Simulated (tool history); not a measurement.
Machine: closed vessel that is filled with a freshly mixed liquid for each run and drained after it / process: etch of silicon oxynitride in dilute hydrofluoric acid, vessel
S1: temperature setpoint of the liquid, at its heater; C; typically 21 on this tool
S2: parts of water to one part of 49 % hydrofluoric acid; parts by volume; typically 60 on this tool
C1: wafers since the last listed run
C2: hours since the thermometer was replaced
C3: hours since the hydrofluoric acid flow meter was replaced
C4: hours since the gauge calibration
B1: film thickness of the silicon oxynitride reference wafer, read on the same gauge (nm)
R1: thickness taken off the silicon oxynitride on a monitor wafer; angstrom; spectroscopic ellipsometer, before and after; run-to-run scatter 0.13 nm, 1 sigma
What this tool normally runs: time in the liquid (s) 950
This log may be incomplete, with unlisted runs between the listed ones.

{"run": 1, "hour": 0.0, "S1": 21, "S2": 60, "time in the liquid (s)": 950, "C1": 0, "C2": 2375.7, "C3": 1046.5, "C4": 57.6, "B1": 130.01, "R1": 278}
{"run": 2, "hour": 9.6, "S1": 21, "S2": 60, "time in the liquid (s)": 950, "C1": 439, "C2": 2385.3, "C3": 1056.1, "C4": 67.2, "B1": 129.98, "R1": 275.3}
{"run": 3, "hour": 22.1, "S1": 21, "S2": 60, "time in the liquid (s)": 950, "C1": 572, "C2": 2397.8, "C3": 1068.6, "C4": 79.7, "B1": 130, "R1": 277.6}
{"run": 4, "hour": 35.1, "S1": 22, "S2": 35, "time in the liquid (s)": 950, "C1": 595, "C2": 2410.8, "C3": 1081.6, "C4": 92.7, "B1": 130.05, "R1": 507.2}
{"run": 5, "hour": 52.9, "S1": 22, "S2": 35, "time in the liquid (s)": 950, "C1": 815, "C2": 2428.6, "C3": 1099.4, "C4": 110.5, "B1": 130.01, "R1": 511}
{"run": 6, "hour": 61.2, "S1": 22, "S2": 35, "time in the liquid (s)": 950, "C1": 380, "C2": 2436.9, "C3": 1107.7, "C4": 118.8, "B1": 129.96, "R1": 511.6}
{"run": 7, "hour": 69.9, "S1": 21, "S2": 60, "time in the liquid (s)": 950, "C1": 398, "C2": 2445.6, "C3": 1116.4, "C4": 127.5, "B1": 130.01, "R1": 274.2}
{"run": 8, "hour": 83.2, "S1": 21, "S2": 60, "time in the liquid (s)": 950, "C1": 609, "C2": 2458.9, "C3": 1129.7, "C4": 140.8, "B1": 129.99, "R1": 276.3}
{"hour": 87.9, "done": "thermometer replaced"}
{"run": 9, "hour": 92.4, "S1": 21, "S2": 60, "time in the liquid (s)": 950, "C1": 375, "C2": 4.5, "C3": 1138.9, "C4": 150, "B1": 130, "R1": 274.8}
{"run": 10, "hour": 108.4, "S1": 21, "S2": 40, "time in the liquid (s)": 1275, "C1": 733, "C2": 20.5, "C3": 1154.9, "C4": 166, "B1": 129.97, "R1": 561.6}
{"run": 11, "hour": 115.8, "S1": 17, "S2": 70, "time in the liquid (s)": 950, "C1": 339, "C2": 27.9, "C3": 1162.3, "C4": 173.4, "B1": 130.01, "R1": 191.4}
{"run": 12, "hour": 128.0, "S1": 17, "S2": 35, "time in the liquid (s)": 645, "C1": 559, "C2": 40.1, "C3": 1174.5, "C4": 185.6, "B1": 129.96, "R1": 266.9}
{"run": 13, "hour": 139.4, "S1": 19.5, "S2": 60, "time in the liquid (s)": 950, "C1": 522, "C2": 51.5, "C3": 1185.9, "C4": 197, "B1": 130.03, "R1": 253.5}
{"run": 14, "hour": 150.2, "S1": 25.5, "S2": 75, "time in the liquid (s)": 610, "C1": 494, "C2": 62.3, "C3": 1196.7, "C4": 207.8, "B1": 130.01, "R1": 171.7}
{"run": 15, "hour": 156.5, "S1": 21, "S2": 60, "time in the liquid (s)": 950, "C1": 288, "C2": 68.6, "C3": 1203, "C4": 214.1, "B1": 130, "R1": 272.8}
{"hour": 170.5, "done": "gauge calibrated"}
{"run": 16, "hour": 172.9, "S1": 25.5, "S2": 85, "time in the liquid (s)": 525, "C1": 751, "C2": 85, "C3": 1219.4, "C4": 2.4, "B1": 129.99, "R1": 128.6}
{"hour": 174.9, "done": "hydrofluoric acid flow meter replaced"}
{"run": 17, "hour": 184.5, "S1": 21, "S2": 60, "time in the liquid (s)": 950, "C1": 485, "C2": 96.6, "C3": 9.6, "C4": 14, "B1": 130.03, "R1": 309}
{"run": 18, "hour": 201.4, "S1": 25, "S2": 85, "time in the liquid (s)": 1345, "C1": 774, "C2": 113.5, "C3": 26.5, "C4": 30.9, "B1": 130.01, "R1": 366.2}
{"run": 19, "hour": 218.7, "S1": 21, "S2": 60, "time in the liquid (s)": 1465, "C1": 792, "C2": 130.8, "C3": 43.8, "C4": 48.2, "B1": 130.03, "R1": 474.3}

Consider 5 possible next runs. They are alternatives, not a sequence: every one starts from the tool as it was left by run 19. What does each give?
{"run": "A", "hour": 219.6, "S1": 21, "S2": 85, "time in the liquid (s)": 950, "C1": 41, "C2": 131.7, "C3": 44.7, "C4": 49.1, "B1": "?", "R1": "?"}
{"run": "B", "hour": 219.6, "S1": 23, "S2": 85, "time in the liquid (s)": 555, "C1": 41, "C2": 131.7, "C3": 44.7, "C4": 49.1, "B1": "?", "R1": "?"}
{"run": "C", "hour": 219.6, "S1": 17, "S2": 90, "time in the liquid (s)": 1215, "C1": 41, "C2": 131.7, "C3": 44.7, "C4": 49.1, "B1": "?", "R1": "?"}
{"run": "D", "hour": 219.6, "S1": 24.5, "S2": 60, "time in the liquid (s)": 1395, "C1": 41, "C2": 131.7, "C3": 44.7, "C4": 49.1, "B1": "?", "R1": "?"}
{"run": "E", "hour": 219.6, "S1": 18, "S2": 45, "time in the liquid (s)": 525, "C1": 41, "C2": 131.7, "C3": 44.7, "C4": 49.1, "B1": "?", "R1": "?"}

run=A B1=130.03 R1=212.2
run=B B1=130.03 R1=136.6
run=C B1=130.03 R1=209.4
run=D B1=130.03 R1=534.1
run=E B1=130.03 R1=196.2
Take away the tool's hidden state, keep each run's random variation, and the runs would have read:
run=A R1=218
run=B R1=140.3
run=C R1=215.1
run=D R1=548.5
run=E R1=201.4

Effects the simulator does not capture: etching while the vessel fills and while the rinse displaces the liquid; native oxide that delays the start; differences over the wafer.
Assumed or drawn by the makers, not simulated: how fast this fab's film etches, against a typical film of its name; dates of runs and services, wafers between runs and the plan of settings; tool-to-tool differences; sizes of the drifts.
